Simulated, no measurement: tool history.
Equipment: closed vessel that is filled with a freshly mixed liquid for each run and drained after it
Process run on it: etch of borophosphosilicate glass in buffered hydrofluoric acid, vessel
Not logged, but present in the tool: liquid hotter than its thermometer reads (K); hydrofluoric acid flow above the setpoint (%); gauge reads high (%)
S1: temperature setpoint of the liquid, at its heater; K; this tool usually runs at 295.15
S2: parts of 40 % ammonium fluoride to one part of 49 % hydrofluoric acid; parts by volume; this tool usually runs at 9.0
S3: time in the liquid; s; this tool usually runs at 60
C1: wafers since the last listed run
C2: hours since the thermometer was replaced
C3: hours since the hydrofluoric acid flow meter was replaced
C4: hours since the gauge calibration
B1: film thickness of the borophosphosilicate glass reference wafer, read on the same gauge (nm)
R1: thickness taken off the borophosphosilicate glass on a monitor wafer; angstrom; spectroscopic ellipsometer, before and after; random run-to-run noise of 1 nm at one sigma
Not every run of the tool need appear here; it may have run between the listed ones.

run	hour	S1	S2	S3	C1	C2	C3	C4	B1	R1
1	0.0	297.65	9.0	80	0	2157.4	1797.7	54.7	139.96	2426.7
2	19.7	295.15	9.0	60	2541	2177.1	1817.4	74.4	140.00	1593.4
3	54.1	295.15	9.0	60	4438	2211.5	1851.8	108.8	140.01	1621.0
4	84.1	295.15	9.0	60	3870	2241.5	1881.8	138.8	139.97	1593.7
5	140.6	295.15	11.0	60	7290	2298.0	1938.3	195.3	140.03	1355.1
6	175.9	295.15	9.0	60	4554	2333.3	1973.6	230.6	140.06	1644.0
7	208.1	295.15	9.0	60	4154	2365.5	2005.8	262.8	139.97	1638.0
8	236.4	295.15	9.0	90	3651	2393.8	2034.1	291.1	140.00	2456.1
9	267.3	295.15	9.0	90	3987	2424.7	2065.0	322.0	140.03	2468.4
10	301.0	295.15	9.0	90	4348	2458.4	2098.7	355.7	140.05	2502.0
11	323.0	295.15	9.0	60	2838	2480.4	2120.7	377.7	139.99	1648.9
12	340.9	295.15	9.0	60	2309	2498.3	2138.6	395.6	140.02	1660.9
13	353.5	295.15	7.0	60	1625	2510.9	2151.2	408.2	139.99	2131.4
14	376.3	295.15	7.0	60	2941	2533.7	2174.0	431.0	140.00	2142.1
15	402.9	295.15	9.0	60	3432	2560.3	2200.6	457.6	140.04	1665.7
# hour 420.6: hydrofluoric acid flow meter replaced
# hour 429.0: thermometer replaced
16	444.3	295.15	9.0	60	5083	15.3	23.7	499.0	140.00	1312.8
17	471.2	298.65	7.0	60	3470	42.2	50.6	525.9	139.97	2098.0
18	484.8	296.65	8.0	90	1754	55.8	64.2	539.5	139.95	2454.6
19	512.6	295.15	9.0	60	3587	83.6	92.0	567.3	139.99	1337.9
20	531.3	292.65	7.5	70	2412	102.3	110.7	586.0	139.99	1653.2
21	545.7	293.65	7.5	80	1858	116.7	125.1	600.4	139.97	1992.7
# hour 579.1: gauge calibrated
22	579.2	295.15	9.0	60	4322	150.2	158.6	0.1	140.03	1355.3
23	598.4	295.15	9.0	60	2477	169.4	177.8	19.3	139.99	1355.6
24	636.6	297.65	9.0	45	4928	207.6	216.0	57.5	139.98	1162.1
25	664.7	299.65	10.5	60	3625	235.7	244.1	85.6	139.94	1535.4
26	678.0	295.15	11.5	50	1716	249.0	257.4	98.9	139.98	924.7
27	713.5	295.15	9.0	60	4580	284.5	292.9	134.4	140.00	1376.0
28	737.3	295.15	9.0	60	3070	308.3	316.7	158.2	139.98	1346.5
29	754.8	291.65	11.0	30	2258	325.8	334.2	175.7	139.94	478.4
30	773.2	290.15	9.0	60	2374	344.2	352.6	194.1	140.01	1028.5
31	808.0	295.15	9.0	80	4490	379.0	387.4	228.9	140.03	1839.5
32	840.0	299.65	9.0	35	4128	411.0	419.4	260.9	139.97	1013.9

Predict each of these 3 candidate next runs independently; none follows another, all start after run 32:
A	840.7	295.15	9.0	60	90	411.7	420.1	261.6	?	?
B	840.7	297.65	6.0	30	90	411.7	420.1	261.6	?	?
C	840.7	296.65	7.5	35	90	411.7	420.1	261.6	?	?

run	B1	R1
A	140.02	1377.1
B	140.02	1176.7
C	140.02	1063.4
The same runs, with their run-to-run variation unchanged, on a tool lacking any hidden condition would have given:
run	R1
A	1270.3
B	1097.1
C	981.5
